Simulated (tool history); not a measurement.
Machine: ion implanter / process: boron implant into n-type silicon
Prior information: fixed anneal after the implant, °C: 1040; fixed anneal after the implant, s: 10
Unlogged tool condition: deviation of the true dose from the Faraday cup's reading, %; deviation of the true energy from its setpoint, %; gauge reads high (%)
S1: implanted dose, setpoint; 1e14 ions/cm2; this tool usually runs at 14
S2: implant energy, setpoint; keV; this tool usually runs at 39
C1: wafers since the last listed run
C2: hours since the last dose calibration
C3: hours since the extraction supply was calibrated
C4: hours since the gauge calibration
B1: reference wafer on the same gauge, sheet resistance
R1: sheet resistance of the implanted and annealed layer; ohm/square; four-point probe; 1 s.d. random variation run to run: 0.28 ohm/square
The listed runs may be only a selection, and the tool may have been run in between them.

run   hour     S1    S2   C1      C2      C3     C4     B1      R1
  1      0  12.67    39    0  1109.2  2868.8  271.7  97.16   95.96
  2   14.1  12.67    39  229  1123.3  2882.9  285.8     97   96.29
  3     31  12.67    39  275  1140.2  2899.8  302.7  97.12   97.04
  4   40.8     14    39  159    1150  2909.6  312.5  97.06   88.86
  5   57.5     14    39  271  1166.7  2926.3  329.2  97.13    88.6
  6   73.5     14    39  260  1182.7  2942.3  345.2  97.06   88.67
  7   84.6     14    39  180  1193.8  2953.4  356.3  97.06   88.81
  8     97     14    39  201  1206.2  2965.8  368.7  97.02   89.05
  9  103.1     14    39   99  1212.3  2971.9  374.8  97.02    88.7
     151.9  -- gauge calibrated
 10  153.3     14    39  817  1262.5  3022.1    1.4  97.06   87.99
 11    170     14    39  271  1279.2  3038.8   18.1  97.09   88.95
     189.1  -- Faraday cup replaced and dose calibrated
 12  189.6     14    39  188     0.5  3058.4   37.7  97.08   88.56
 13  194.1   9.83    39   73       5  3062.9   42.2  97.11  118.33
     212.6  -- extraction supply calibrated
 14  213.1  16.81  32.5  179      24     0.5   61.2  97.13   77.27
 15  216.5     14    39   55    27.4     3.9   64.6  97.08   88.19
 16  234.3     14    39  289    45.2    21.7   82.4   97.1   88.96
 17  247.9     14  51.5  221    58.8    35.3     96   97.1   87.08
 18  255.7     14  29.5  126    66.6    43.1  103.8  97.14   90.26
 19  272.9  11.14    39  279    83.8    60.3    121  97.08  107.58
 20  288.9     14    39  260    99.8    76.3    137  97.06   88.33
 21    302  17.15  47.5  213   112.9    89.4  150.1  97.06   73.47
 22  315.6  12.67    39  221   126.5     103  163.7  97.18    96.9
 23  330.2  15.94    33  237   141.1   117.6  178.3  97.14   80.64
 24  345.9  16.28    32  255   156.8   133.3    194  97.19   79.27

Here are 5 independent what-if runs from the current tool condition. What would each one return?
  A  346.3     14    48   6  157.2  133.7  194.4   ?   ?
  B  346.3  17.27    32   6  157.2  133.7  194.4   ?   ?
  C  346.3   9.88  47.5   6  157.2  133.7  194.4   ?   ?
  D  346.3  16.43    29   6  157.2  133.7  194.4   ?   ?
  E  346.3  15.33  25.5   6  157.2  133.7  194.4   ?   ?

run     B1      R1
  A  97.06   87.73
  B  97.06   75.86
  C  97.06  117.62
  D  97.06   79.67
  E  97.06   85.24
Without the tool's unlogged condition, the same runs would have read:
run      R1
  A   87.73
  B   75.86
  C  117.62
  D   79.67
  E   85.24

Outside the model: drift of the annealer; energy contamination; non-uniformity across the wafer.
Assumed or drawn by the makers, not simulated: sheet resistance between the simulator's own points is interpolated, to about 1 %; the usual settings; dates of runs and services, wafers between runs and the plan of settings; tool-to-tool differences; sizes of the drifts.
